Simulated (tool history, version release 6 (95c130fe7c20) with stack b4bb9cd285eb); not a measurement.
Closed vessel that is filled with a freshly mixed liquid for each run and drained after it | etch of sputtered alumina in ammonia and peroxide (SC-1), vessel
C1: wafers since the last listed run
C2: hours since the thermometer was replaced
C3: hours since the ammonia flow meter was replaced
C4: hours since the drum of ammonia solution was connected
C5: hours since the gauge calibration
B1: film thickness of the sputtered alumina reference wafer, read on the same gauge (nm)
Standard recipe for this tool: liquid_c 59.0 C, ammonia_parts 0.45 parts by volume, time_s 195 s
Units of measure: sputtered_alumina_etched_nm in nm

run 1 day=0.000 | liquid_c=64.0 ammonia_parts=0.45 time_s=195 | C1=0 C2=1826.3 C3=839.1 C4=668.3 C5=126.6 | B1=120.00 | sputtered_alumina_etched_nm=24.29
run 2 day=0.338 | liquid_c=64.0 ammonia_parts=0.45 time_s=195 | C1=461 C2=1834.4 C3=847.2 C4=676.4 C5=134.7 | B1=119.97 | sputtered_alumina_etched_nm=23.81
run 3 day=1.088 | liquid_c=59.0 ammonia_parts=0.45 time_s=195 | C1=1026 C2=1852.4 C3=865.2 C4=694.4 C5=152.7 | B1=120.04 | sputtered_alumina_etched_nm=18.59
run 4 day=1.725 | liquid_c=59.0 ammonia_parts=0.45 time_s=195 | C1=872 C2=1867.7 C3=880.5 C4=709.7 C5=168.0 | B1=120.00 | sputtered_alumina_etched_nm=18.50
run 5 day=2.125 | liquid_c=59.0 ammonia_parts=0.45 time_s=195 | C1=547 C2=1877.3 C3=890.1 C4=719.3 C5=177.6 | B1=119.99 | sputtered_alumina_etched_nm=18.37
run 6 day=2.658 | liquid_c=62.0 ammonia_parts=0.45 time_s=195 | C1=730 C2=1890.1 C3=902.9 C4=732.1 C5=190.4 | B1=119.95 | sputtered_alumina_etched_nm=21.79
run 7 day=2.950 | liquid_c=62.0 ammonia_parts=0.45 time_s=195 | C1=399 C2=1897.1 C3=909.9 C4=739.1 C5=197.4 | B1=120.03 | sputtered_alumina_etched_nm=21.64
run 8 day=3.675 | liquid_c=59.0 ammonia_parts=0.45 time_s=195 | C1=992 C2=1914.5 C3=927.3 C4=756.5 C5=214.8 | B1=119.99 | sputtered_alumina_etched_nm=18.47
run 9 day=4.379 | liquid_c=59.0 ammonia_parts=0.45 time_s=195 | C1=963 C2=1931.4 C3=944.2 C4=773.4 C5=231.7 | B1=120.00 | sputtered_alumina_etched_nm=18.60
-- day=4.829 new drum of ammonia solution connected
run 10 day=4.883 | liquid_c=59.0 ammonia_parts=0.45 time_s=230 | C1=633 C2=1943.5 C3=956.3 C4=1.3 C5=243.8 | B1=120.02 | sputtered_alumina_etched_nm=22.02
run 11 day=5.367 | liquid_c=59.0 ammonia_parts=0.45 time_s=230 | C1=661 C2=1955.1 C3=967.9 C4=12.9 C5=255.4 | B1=120.00 | sputtered_alumina_etched_nm=21.68
-- day=5.542 gauge calibrated
run 12 day=5.625 | liquid_c=59.0 ammonia_parts=0.45 time_s=195 | C1=353 C2=1961.3 C3=974.1 C4=19.1 C5=2.0 | B1=119.98 | sputtered_alumina_etched_nm=18.37
run 13 day=6.283 | liquid_c=59.0 ammonia_parts=0.45 time_s=105 | C1=901 C2=1977.1 C3=989.9 C4=34.9 C5=17.8 | B1=119.96 | sputtered_alumina_etched_nm=10.02
run 14 day=8.067 | liquid_c=64.0 ammonia_parts=0.45 time_s=195 | C1=2441 C2=2019.9 C3=1032.7 C4=77.7 C5=60.6 | B1=119.95 | sputtered_alumina_etched_nm=23.90
run 15 day=8.679 | liquid_c=67.5 ammonia_parts=0.55 time_s=285 | C1=838 C2=2034.6 C3=1047.4 C4=92.4 C5=75.3 | B1=119.99 | sputtered_alumina_etched_nm=42.69
run 16 day=9.138 | liquid_c=59.0 ammonia_parts=0.30 time_s=195 | C1=627 C2=2045.6 C3=1058.4 C4=103.4 C5=86.3 | B1=119.99 | sputtered_alumina_etched_nm=17.66
-- day=9.425 ammonia flow meter replaced
run 17 day=9.738 | liquid_c=62.0 ammonia_parts=0.45 time_s=235 | C1=764 C2=2060.0 C3=7.5 C4=117.8 C5=100.7 | B1=119.98 | sputtered_alumina_etched_nm=25.98
-- day=10.033 thermometer replaced
run 18 day=10.121 | liquid_c=59.0 ammonia_parts=0.45 time_s=195 | C1=467 C2=2.1 C3=16.7 C4=127.0 C5=109.9 | B1=120.01 | sputtered_alumina_etched_nm=18.35
run 19 day=10.812 | liquid_c=59.0 ammonia_parts=0.65 time_s=195 | C1=946 C2=18.7 C3=33.3 C4=143.6 C5=126.5 | B1=119.98 | sputtered_alumina_etched_nm=18.89
run 20 day=11.271 | liquid_c=59.0 ammonia_parts=0.45 time_s=195 | C1=627 C2=29.7 C3=44.3 C4=154.6 C5=137.5 | B1=120.01 | sputtered_alumina_etched_nm=18.52
run 21 day=11.708 | liquid_c=59.0 ammonia_parts=0.45 time_s=195 | C1=598 C2=40.2 C3=54.8 C4=165.1 C5=148.0 | B1=120.03 | sputtered_alumina_etched_nm=18.57
run 22 day=12.121 | liquid_c=59.0 ammonia_parts=0.60 time_s=195 | C1=564 C2=50.1 C3=64.7 C4=175.0 C5=157.9 | B1=119.96 | sputtered_alumina_etched_nm=18.93
run 23 day=12.671 | liquid_c=59.0 ammonia_parts=0.45 time_s=270 | C1=752 C2=63.3 C3=77.9 C4=188.2 C5=171.1 | B1=119.99 | sputtered_alumina_etched_nm=25.68
run 24 day=13.008 | liquid_c=56.0 ammonia_parts=0.35 time_s=135 | C1=461 C2=71.4 C3=86.0 C4=196.3 C5=179.2 | B1=120.01 | sputtered_alumina_etched_nm=10.58
run 25 day=13.558 | liquid_c=56.0 ammonia_parts=0.35 time_s=135 | C1=752 C2=84.6 C3=99.2 C4=209.5 C5=192.4 | B1=119.99 | sputtered_alumina_etched_nm=10.68
run 26 day=13.929 | liquid_c=53.0 ammonia_parts=0.45 time_s=195 | C1=507 C2=93.5 C3=108.1 C4=218.4 C5=201.3 | B1=119.98 | sputtered_alumina_etched_nm=13.54
-- day=14.092 gauge calibrated
run 27 day=15.908 | liquid_c=62.0 ammonia_parts=0.45 time_s=195 | C1=2709 C2=141.0 C3=155.6 C4=265.9 C5=43.6 | B1=120.02 | sputtered_alumina_etched_nm=21.57
run 28 day=16.604 | liquid_c=59.0 ammonia_parts=0.40 time_s=100 | C1=952 C2=157.7 C3=172.3 C4=282.6 C5=60.3 | B1=120.03 | sputtered_alumina_etched_nm=9.27
run 29 day=17.038 | liquid_c=56.0 ammonia_parts=0.55 time_s=285 | C1=593 C2=168.1 C3=182.7 C4=293.0 C5=70.7 | B1=120.00 | sputtered_alumina_etched_nm=23.52

Hidden condition of the tool, last listed run before each entry between runs versus first listed run after:
Runs 9 to 10: new drum of ammonia solution connected (day 4.829)
  the hidden state is the same at both runs
Runs 11 to 12: gauge calibrated (day 5.542)
  the hidden state is the same at both runs
Runs 16 to 17: ammonia flow meter replaced (day 9.425)
  the hidden state is the same at both runs
Runs 17 to 18: thermometer replaced (day 10.033)
  the hidden state is the same at both runs
Runs 26 to 27: gauge calibrated (day 14.092)
  the hidden state is the same at both runs
